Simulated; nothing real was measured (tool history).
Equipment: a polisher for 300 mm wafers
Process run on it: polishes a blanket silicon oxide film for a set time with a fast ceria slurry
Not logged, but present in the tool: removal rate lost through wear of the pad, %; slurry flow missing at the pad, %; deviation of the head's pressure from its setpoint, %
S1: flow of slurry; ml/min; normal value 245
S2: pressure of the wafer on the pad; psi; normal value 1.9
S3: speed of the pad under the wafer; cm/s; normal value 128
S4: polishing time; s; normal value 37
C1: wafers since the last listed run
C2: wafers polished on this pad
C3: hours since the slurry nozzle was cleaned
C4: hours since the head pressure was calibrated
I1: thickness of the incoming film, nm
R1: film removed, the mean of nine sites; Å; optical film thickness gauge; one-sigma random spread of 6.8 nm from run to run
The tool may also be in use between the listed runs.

{"run": 1, "hour": 0.0, "S1": 245, "S2": 1.9, "S3": 128, "S4": 37, "C1": 0, "C2": 207, "C3": 247.3, "C4": 873.5, "I1": 1478.3, "R1": 4765}
{"run": 2, "hour": 49.5, "S1": 245, "S2": 1.9, "S3": 128, "S4": 37, "C1": 612, "C2": 820, "C3": 296.8, "C4": 923, "I1": 1514.3, "R1": 4765}
{"hour": 66.1, "done": "slurry nozzle cleaned"}
{"run": 3, "hour": 97.9, "S1": 245, "S2": 1.9, "S3": 128, "S4": 37, "C1": 586, "C2": 1407, "C3": 31.8, "C4": 971.4, "I1": 1479.5, "R1": 4863}
{"run": 4, "hour": 189.0, "S1": 245, "S2": 1.9, "S3": 128, "S4": 37, "C1": 1127, "C2": 2535, "C3": 122.9, "C4": 1062.5, "I1": 1487.8, "R1": 4718}
{"hour": 210.2, "done": "worn pad replaced by a new one"}
{"run": 5, "hour": 243.4, "S1": 245, "S2": 1.9, "S3": 128, "S4": 37, "C1": 623, "C2": 410, "C3": 177.3, "C4": 1116.9, "I1": 1520.4, "R1": 4796}
{"run": 6, "hour": 290.7, "S1": 245, "S2": 1.9, "S3": 128, "S4": 37, "C1": 585, "C2": 996, "C3": 224.6, "C4": 1164.2, "I1": 1504, "R1": 4719}
{"run": 7, "hour": 318.0, "S1": 190, "S2": 1.9, "S3": 128, "S4": 37, "C1": 337, "C2": 1334, "C3": 251.9, "C4": 1191.5, "I1": 1512.7, "R1": 4642}
{"run": 8, "hour": 348.6, "S1": 190, "S2": 1.9, "S3": 128, "S4": 37, "C1": 378, "C2": 1713, "C3": 282.5, "C4": 1222.1, "I1": 1498.8, "R1": 4652}
{"hour": 386.1, "done": "slurry nozzle cleaned"}
{"run": 9, "hour": 389.9, "S1": 190, "S2": 1.9, "S3": 128, "S4": 37, "C1": 498, "C2": 2211, "C3": 3.8, "C4": 1263.4, "I1": 1492.8, "R1": 4630}
{"hour": 393.9, "done": "head pressure recalibrated"}
{"run": 10, "hour": 445.8, "S1": 245, "S2": 1.9, "S3": 128, "S4": 37, "C1": 667, "C2": 2879, "C3": 59.7, "C4": 51.9, "I1": 1517.4, "R1": 5168}
{"run": 11, "hour": 479.2, "S1": 190, "S2": 1.9, "S3": 128, "S4": 41, "C1": 413, "C2": 3292, "C3": 93.1, "C4": 85.3, "I1": 1503.6, "R1": 5590}
{"hour": 491.6, "done": "worn pad replaced by a new one, of another model than before"}
{"run": 12, "hour": 673.1, "S1": 190, "S2": 1.9, "S3": 128, "S4": 41, "C1": 2350, "C2": 2246, "C3": 287, "C4": 279.2, "I1": 1518.1, "R1": 5245}
{"hour": 676.1, "done": "slurry nozzle cleaned"}
{"hour": 736.7, "done": "worn pad replaced by a new one"}
{"run": 13, "hour": 740.3, "S1": 305, "S2": 2.3, "S3": 128, "S4": 27, "C1": 770, "C2": 44, "C3": 64.2, "C4": 346.4, "I1": 1511.5, "R1": 4147}
{"run": 14, "hour": 787.2, "S1": 275, "S2": 2.5, "S3": 154, "S4": 45, "C1": 580, "C2": 625, "C3": 111.1, "C4": 393.3, "I1": 1479.4, "R1": 7926}
{"run": 15, "hour": 824.8, "S1": 245, "S2": 1.9, "S3": 128, "S4": 37, "C1": 465, "C2": 1090, "C3": 148.7, "C4": 430.9, "I1": 1497, "R1": 5152}
{"run": 16, "hour": 861.8, "S1": 200, "S2": 1.9, "S3": 128, "S4": 37, "C1": 458, "C2": 1548, "C3": 185.7, "C4": 467.9, "I1": 1495.8, "R1": 4832}
{"run": 17, "hour": 887.6, "S1": 215, "S2": 1.9, "S3": 152, "S4": 45, "C1": 319, "C2": 1868, "C3": 211.5, "C4": 493.7, "I1": 1525.5, "R1": 6696}
{"run": 18, "hour": 920.8, "S1": 275, "S2": 2.5, "S3": 154, "S4": 45, "C1": 410, "C2": 2279, "C3": 244.7, "C4": 526.9, "I1": 1514.2, "R1": 7938}
{"hour": 981.8, "done": "slurry nozzle cleaned"}
{"run": 19, "hour": 982.3, "S1": 245, "S2": 1.9, "S3": 94, "S4": 33, "C1": 748, "C2": 3028, "C3": 0.5, "C4": 588.4, "I1": 1506, "R1": 3744}
{"hour": 1000.4, "done": "worn pad replaced by a new one"}
{"run": 20, "hour": 1013.9, "S1": 245, "S2": 1.9, "S3": 128, "S4": 37, "C1": 341, "C2": 167, "C3": 32.1, "C4": 620, "I1": 1500.1, "R1": 5081}
{"run": 21, "hour": 1057.8, "S1": 190, "S2": 2.6, "S3": 90, "S4": 37, "C1": 543, "C2": 710, "C3": 76, "C4": 663.9, "I1": 1489.2, "R1": 4477}
{"run": 22, "hour": 1093.8, "S1": 245, "S2": 1.6, "S3": 116, "S4": 37, "C1": 445, "C2": 1156, "C3": 112, "C4": 699.9, "I1": 1512.9, "R1": 4283}
{"run": 23, "hour": 1137.7, "S1": 245, "S2": 2.1, "S3": 128, "S4": 37, "C1": 543, "C2": 1699, "C3": 155.9, "C4": 743.8, "I1": 1523.7, "R1": 5136}
{"run": 24, "hour": 1200.9, "S1": 175, "S2": 1.9, "S3": 128, "S4": 27, "C1": 782, "C2": 2482, "C3": 219.1, "C4": 807, "I1": 1484.8, "R1": 3359}
{"hour": 1212.4, "done": "worn pad replaced by a new one"}
{"run": 25, "hour": 1232.4, "S1": 245, "S2": 2.4, "S3": 152, "S4": 37, "C1": 340, "C2": 247, "C3": 250.6, "C4": 838.5, "I1": 1525.8, "R1": 5976}

Below are 3 alternative next runs, each starting from the tool's condition after run 25. Predict each:
{"run": "A", "hour": 1232.8, "S1": 245, "S2": 1.9, "S3": 90, "S4": 37, "C1": 4, "C2": 252, "C3": 251, "C4": 838.9, "I1": 1503.5, "R1": "?"}
{"run": "B", "hour": 1232.8, "S1": 245, "S2": 1.9, "S3": 164, "S4": 48, "C1": 4, "C2": 252, "C3": 251, "C4": 838.9, "I1": 1503.5, "R1": "?"}
{"run": "C", "hour": 1232.8, "S1": 245, "S2": 1.9, "S3": 112, "S4": 37, "C1": 4, "C2": 252, "C3": 251, "C4": 838.9, "I1": 1503.5, "R1": "?"}

run=A R1=4101
run=B R1=7619
run=C R1=4628
Without the tool's unlogged condition, the same runs would have read:
run=A R1=4264
run=B R1=7921
run=C R1=4811
